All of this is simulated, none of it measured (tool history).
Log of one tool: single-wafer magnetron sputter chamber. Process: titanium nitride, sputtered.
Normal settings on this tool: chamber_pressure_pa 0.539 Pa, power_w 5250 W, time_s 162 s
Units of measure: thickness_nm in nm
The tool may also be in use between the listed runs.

| run | day | chamber_pressure_pa | power_w | time_s | wafers since the last listed run | wafers on the sputter target | hours since the last manometer calibration | hours since the magnet pack was replaced | hours since the gauge calibration | read-back reference wafer on the same gauge, thickness_nm | thickness_nm |
|---|---|---|---|---|---|---|---|---|---|---|---|
| 1 | 0 | 0.539 | 5700 | 162 | 0 | 3832 | 826.1 | 5122.2 | 518 | 152.961 | 145.155 |
| 2 | 1.492 | 0.539 | 5250 | 180 | 477 | 4310 | 861.9 | 5158 | 553.8 | 153.102 | 147.746 |
| 3 | 3.625 | 0.539 | 5250 | 162 | 683 | 4993 | 913.1 | 5209.2 | 605 | 153.028 | 132.433 |
| 4 | 6.233 | 0.539 | 5250 | 162 | 835 | 5829 | 975.7 | 5271.8 | 667.6 | 153.009 | 132.434 |
|  | 6.8 | sputter target and shields replaced |
| 5 | 8.738 | 0.444 | 5250 | 162 | 695 | 620 | 1035.8 | 5331.9 | 727.7 | 152.989 | 138.289 |
| 6 | 10.896 | 0.444 | 5250 | 162 | 691 | 1312 | 1087.6 | 5383.7 | 779.5 | 152.859 | 138.769 |
| 7 | 13.667 | 0.539 | 5250 | 186 | 887 | 2199 | 1154.1 | 5450.2 | 846 | 153.037 | 151.767 |
| 8 | 15.279 | 0.539 | 5250 | 186 | 516 | 2716 | 1192.8 | 5488.9 | 884.7 | 152.911 | 152.285 |
|  | 21.333 | magnet pack replaced |
| 9 | 21.354 | 0.539 | 5250 | 162 | 1839 | 4555 | 1338.6 | 0.5 | 1030.5 | 152.928 | 131.262 |
| 10 | 23.162 | 0.539 | 5250 | 162 | 579 | 5135 | 1382 | 43.9 | 1073.9 | 152.94 | 131.491 |
|  | 23.783 | sputter target and shields replaced |
| 11 | 24.421 | 0.539 | 5250 | 162 | 296 | 203 | 1412.2 | 74.1 | 1104.1 | 152.788 | 132.13 |
| 12 | 28.558 | 0.539 | 5250 | 143 | 1325 | 1529 | 1511.5 | 173.4 | 1203.4 | 153.052 | 115.233 |
| 13 | 32.233 | 0.539 | 5250 | 143 | 1177 | 2706 | 1599.7 | 261.6 | 1291.6 | 153.018 | 116.379 |
|  | 33.512 | capacitance manometer re-zeroed and calibrated |
| 14 | 35.658 | 0.539 | 5250 | 143 | 990 | 3697 | 51.5 | 343.8 | 1373.8 | 153.163 | 119.019 |
| 15 | 38.175 | 0.477 | 4700 | 147 | 806 | 4503 | 111.9 | 404.2 | 1434.2 | 152.979 | 112.912 |
|  | 40.221 | sputter target and shields replaced |
| 16 | 40.242 | 0.539 | 4150 | 130 | 555 | 6 | 161.5 | 453.8 | 1483.8 | 152.917 | 86.004 |
| 17 | 42.667 | 0.658 | 6550 | 177 | 776 | 783 | 219.7 | 512 | 1542 | 153.042 | 173.586 |
| 18 | 45.379 | 0.437 | 6200 | 154 | 868 | 1652 | 284.8 | 577.1 | 1607.1 | 153.063 | 158.847 |
| 19 | 48.992 | 0.419 | 3950 | 189 | 1157 | 2809 | 371.5 | 663.8 | 1693.8 | 153.082 | 125.892 |
| 20 | 51.588 | 0.539 | 5250 | 146 | 831 | 3641 | 433.8 | 726.1 | 1756.1 | 152.799 | 120.994 |
| 21 | 53.325 | 0.444 | 5250 | 162 | 556 | 4198 | 475.5 | 767.8 | 1797.8 | 152.983 | 139.36 |
| 22 | 56.038 | 0.539 | 5250 | 162 | 868 | 5067 | 540.6 | 832.9 | 1862.9 | 152.907 | 132.748 |
|  | 57.692 | gauge calibrated |
|  | 58.112 | sputter target and shields replaced |
| 23 | 58.888 | 0.343 | 4300 | 162 | 806 | 247 | 609 | 901.3 | 28.7 | 153.051 | 120.618 |
| 24 | 60.746 | 0.539 | 5250 | 143 | 595 | 843 | 653.6 | 945.9 | 73.3 | 152.744 | 117.816 |
| 25 | 62.188 | 0.539 | 5250 | 162 | 461 | 1305 | 688.2 | 980.5 | 107.9 | 152.898 | 133.124 |
| 26 | 63.921 | 0.539 | 5250 | 143 | 555 | 1860 | 729.8 | 1022.1 | 149.5 | 153.081 | 116.047 |
| 27 | 66.446 | 0.539 | 4600 | 162 | 808 | 2669 | 790.4 | 1082.7 | 210.1 | 152.97 | 116.567 |
| 28 | 67.892 | 0.652 | 5800 | 151 | 463 | 3132 | 825.1 | 1117.4 | 244.8 | 152.856 | 127.882 |
| 29 | 70.688 | 0.708 | 5250 | 185 | 895 | 4028 | 892.2 | 1184.5 | 311.9 | 152.963 | 138.296 |
| 30 | 71.867 | 0.539 | 5250 | 162 | 377 | 4406 | 920.5 | 1212.8 | 340.2 | 153.105 | 131.646 |
|  | 74.808 | sputter target and shields replaced |
| 31 | 74.829 | 0.539 | 4800 | 178 | 842 | 6 | 991.6 | 1283.9 | 411.3 | 153.202 | 132.447 |
| 32 | 75.85 | 0.658 | 6550 | 162 | 327 | 333 | 1016.1 | 1308.4 | 435.8 | 153.125 | 155.207 |
| 33 | 78.338 | 0.539 | 6550 | 181 | 796 | 1130 | 1075.8 | 1368.1 | 495.5 | 153.018 | 183.73 |
| 34 | 79.671 | 0.385 | 5250 | 187 | 427 | 1557 | 1107.8 | 1400.1 | 527.5 | 152.995 | 165.559 |

Hidden state or all else? Some run-to-run changes of thickness_nm, split into what the settings, what came in and random variation would give without the hidden state, and what is left for the hidden state (with any gauge scatter that isn't in both results):
What the log doesn't record here: deposition rate above that of a new target (%); true argon pressure above the setpoint (%); gauge reads high (%).
Run 13 -> 14: capacitance manometer re-zeroed and calibrated. thickness_nm +2.64 nm: hidden state +3.818, all else -1.178.
Run 16 -> 17: chamber_pressure_pa 0.539 -> 0.658, power_w 4150 -> 6550, time_s 130 -> 177. thickness_nm +87.582 nm: hidden state -2.267, all else +89.849.
Run 18 -> 19: chamber_pressure_pa 0.437 -> 0.419, power_w 6200 -> 3950, time_s 154 -> 189. thickness_nm -32.955 nm: hidden state +0.227, all else -33.182.
Run 31 -> 32: chamber_pressure_pa 0.539 -> 0.658, power_w 4800 -> 6550, time_s 178 -> 162. thickness_nm +22.76 nm: hidden state -2.31, all else +25.07.
Run 32 -> 33: chamber_pressure_pa 0.658 -> 0.539, time_s 162 -> 181. thickness_nm +28.523 nm: hidden state +0.321, all else +28.202.
Run 33 -> 34: chamber_pressure_pa 0.539 -> 0.385, power_w 6550 -> 5250, time_s 181 -> 187. thickness_nm -18.171 nm: hidden state +2.775, all else -20.946.

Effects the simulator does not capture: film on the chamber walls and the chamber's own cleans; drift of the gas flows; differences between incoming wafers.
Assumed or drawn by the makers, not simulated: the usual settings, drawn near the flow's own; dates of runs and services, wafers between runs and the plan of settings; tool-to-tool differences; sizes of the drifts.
